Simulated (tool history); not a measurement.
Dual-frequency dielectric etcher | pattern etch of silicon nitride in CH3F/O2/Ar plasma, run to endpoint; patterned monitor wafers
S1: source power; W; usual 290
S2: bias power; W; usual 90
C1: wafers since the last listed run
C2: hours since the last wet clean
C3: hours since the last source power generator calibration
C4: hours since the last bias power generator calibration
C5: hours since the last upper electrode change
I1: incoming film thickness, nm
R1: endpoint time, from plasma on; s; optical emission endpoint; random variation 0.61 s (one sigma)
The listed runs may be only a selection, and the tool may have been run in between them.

Run 1, hour 0.0: usual settings but S1 330 W; C1 0; C2 164.7; C3 809.4; C4 1233.0; C5 2517.9; I1 61.0. Result: R1 82.4 s.
Run 2, hour 147.3: usual settings but S1 330 W; C1 1070; C2 312.0; C3 956.7; C4 1380.3; C5 2665.2; I1 61.0. Result: R1 83.1 s.
Run 3, hour 193.6: usual settings but S1 330 W; C1 336; C2 358.3; C3 1003.0; C4 1426.6; C5 2711.5; I1 60.6. Result: R1 82.3 s.
Run 4, hour 252.4: usual settings but S2 76 W; C1 427; C2 417.1; C3 1061.8; C4 1485.4; C5 2770.3; I1 60.2. Result: R1 96.1 s.
Run 5, hour 309.2: usual settings but S1 310 W; C1 412; C2 473.9; C3 1118.6; C4 1542.2; C5 2827.1; I1 60.8. Result: R1 86.4 s.
Run 6, hour 358.7: usual settings but S1 310 W; C1 359; C2 523.4; C3 1168.1; C4 1591.7; C5 2876.6; I1 61.0. Result: R1 85.0 s.
Run 7, hour 408.8: usual settings but S1 310 W; C1 364; C2 573.5; C3 1218.2; C4 1641.8; C5 2926.7; I1 60.5. Result: R1 85.8 s.
Run 8, hour 439.3: usual settings but S2 82 W; C1 221; C2 604.0; C3 1248.7; C4 1672.3; C5 2957.2; I1 60.6. Result: R1 93.0 s.
Run 9, hour 501.0: usual settings but S2 82 W; C1 448; C2 665.7; C3 1310.4; C4 1734.0; C5 3018.9; I1 61.1. Result: R1 92.9 s.
At hour 531.1: wet clean of the chamber.
Run 10, hour 531.6: usual settings but S2 82 W; C1 47; C2 0.5; C3 1341.0; C4 1764.6; C5 3049.5; I1 60.9. Result: R1 92.9 s.
Run 11, hour 573.5: usual settings; C1 304; C2 42.4; C3 1382.9; C4 1806.5; C5 3091.4; I1 60.5. Result: R1 88.6 s.
Run 12, hour 626.4: usual settings; C1 384; C2 95.3; C3 1435.8; C4 1859.4; C5 3144.3; I1 61.3. Result: R1 89.0 s.
At hour 697.4: source power generator calibrated.
Run 13, hour 697.9: usual settings; C1 490; C2 166.8; C3 0.5; C4 1930.9; C5 3215.8; I1 60.9. Result: R1 90.1 s.
At hour 728.2: bias power generator calibrated.
Run 14, hour 752.9: usual settings but S1 240 W; C1 370; C2 221.8; C3 55.5; C4 24.7; C5 3270.8; I1 60.6. Result: R1 98.4 s.
Run 15, hour 790.8: usual settings but S1 240 W; C1 275; C2 259.7; C3 93.4; C4 62.6; C5 3308.7; I1 60.7. Result: R1 99.0 s.
Run 16, hour 845.3: usual settings but S1 260 W, S2 103 W; C1 396; C2 314.2; C3 147.9; C4 117.1; C5 3363.2; I1 61.2. Result: R1 88.5 s.
At hour 889.0: upper electrode replaced.
Run 17, hour 1023.7: usual settings but S1 250 W, S2 74 W; C1 1122; C2 492.6; C3 326.3; C4 295.5; C5 134.7; I1 61.3. Result: R1 110.0 s.
Run 18, hour 1069.1: usual settings but S2 80 W; C1 330; C2 538.0; C3 371.7; C4 340.9; C5 180.1; I1 60.9. Result: R1 96.0 s.
Run 19, hour 1120.9: usual settings but S1 350 W, S2 101 W; C1 376; C2 589.8; C3 423.5; C4 392.7; C5 231.9; I1 60.7. Result: R1 75.5 s.
Run 20, hour 1174.5: usual settings but S1 250 W, S2 97 W; C1 389; C2 643.4; C3 477.1; C4 446.3; C5 285.5; I1 61.2. Result: R1 92.2 s.
At hour 1217.1: wet clean of the chamber.
Run 21, hour 1217.6: usual settings but S1 350 W, S2 98 W; C1 138; C2 0.5; C3 520.2; C4 489.4; C5 328.6; I1 61.0. Result: R1 77.6 s.
Run 22, hour 1264.6: usual settings but S2 71 W; C1 341; C2 47.5; C3 567.2; C4 536.4; C5 375.6; I1 60.8. Result: R1 102.7 s.
Run 23, hour 1378.7: usual settings; C1 829; C2 161.6; C3 681.3; C4 650.5; C5 489.7; I1 61.6. Result: R1 88.9 s.
Run 24, hour 1416.9: usual settings but S1 270 W, S2 99 W; C1 277; C2 199.8; C3 719.5; C4 688.7; C5 527.9; I1 60.8. Result: R1 86.4 s.
Run 25, hour 1447.4: usual settings; C1 221; C2 230.3; C3 750.0; C4 719.2; C5 558.4; I1 61.6. Result: R1 89.9 s.
Run 26, hour 1514.3: usual settings; C1 486; C2 297.2; C3 816.9; C4 786.1; C5 625.3; I1 60.4. Result: R1 87.3 s.
Run 27, hour 1555.8: usual settings but S1 260 W, S2 109 W; C1 301; C2 338.7; C3 858.4; C4 827.6; C5 666.8; I1 61.1. Result: R1 83.5 s.
Run 28, hour 1587.7: usual settings but S2 109 W; C1 231; C2 370.6; C3 890.3; C4 859.5; C5 698.7; I1 61.7. Result: R1 80.9 s.
Run 29, hour 1624.7: usual settings; C1 268; C2 407.6; C3 927.3; C4 896.5; C5 735.7; I1 60.6. Result: R1 87.0 s.
Run 30, hour 1695.4: usual settings; C1 513; C2 478.3; C3 998.0; C4 967.2; C5 806.4; I1 61.2. Result: R1 88.7 s.
Run 31, hour 1734.4: usual settings but S1 340 W, S2 99 W; C1 283; C2 517.3; C3 1037.0; C4 1006.2; C5 845.4; I1 60.6. Result: R1 76.5 s.
Run 32, hour 1782.5: usual settings; C1 349; C2 565.4; C3 1085.1; C4 1054.3; C5 893.5; I1 61.5. Result: R1 88.4 s.
Run 33, hour 1809.4: usual settings but S2 84 W; C1 195; C2 592.3; C3 1112.0; C4 1081.2; C5 920.4; I1 60.6. Result: R1 90.7 s.
Run 34, hour 1861.8: usual settings but S1 240 W, S2 73 W; C1 380; C2 644.7; C3 1164.4; C4 1133.6; C5 972.8; I1 60.9. Result: R1 111.1 s.
At hour 1899.2: wet clean of the chamber.
Run 35, hour 1925.6: usual settings but S1 250 W, S2 96 W; C1 289; C2 26.4; C3 1228.2; C4 1197.4; C5 1036.6; I1 61.2. Result: R1 91.8 s.

Measured minus without-hidden-state, run by run (identical run-to-run variation in each term; gauge scatter may differ):
Hidden state at play: etch rate over this chamber's usual, %; source power that arrives over what is set, %; bias power that arrives over what is set, %.
run    R1
  1  -1.6
  2  -1.7
  3  -1.8
  4  -2.1
  5  -1.9
  6  -1.9
  7  -1.9
  8  -2.1
  9  -2.2
 10  -2.1
 11  -2.0
 12  -2.1
 13  +0.0
 14  -0.3
 15  -0.4
 16  -0.5
 17  -1.3
 18  -1.2
 19  -1.1
 20  -1.4
 21  -1.2
 22  -1.8
 23  -1.7
 24  -1.6
 25  -1.8
 26  -1.8
 27  -1.7
 28  -1.7
 29  -1.9
 30  -1.9
 31  -1.7
 32  -2.0
 33  -2.0
 34  -2.6
 35  -2.1
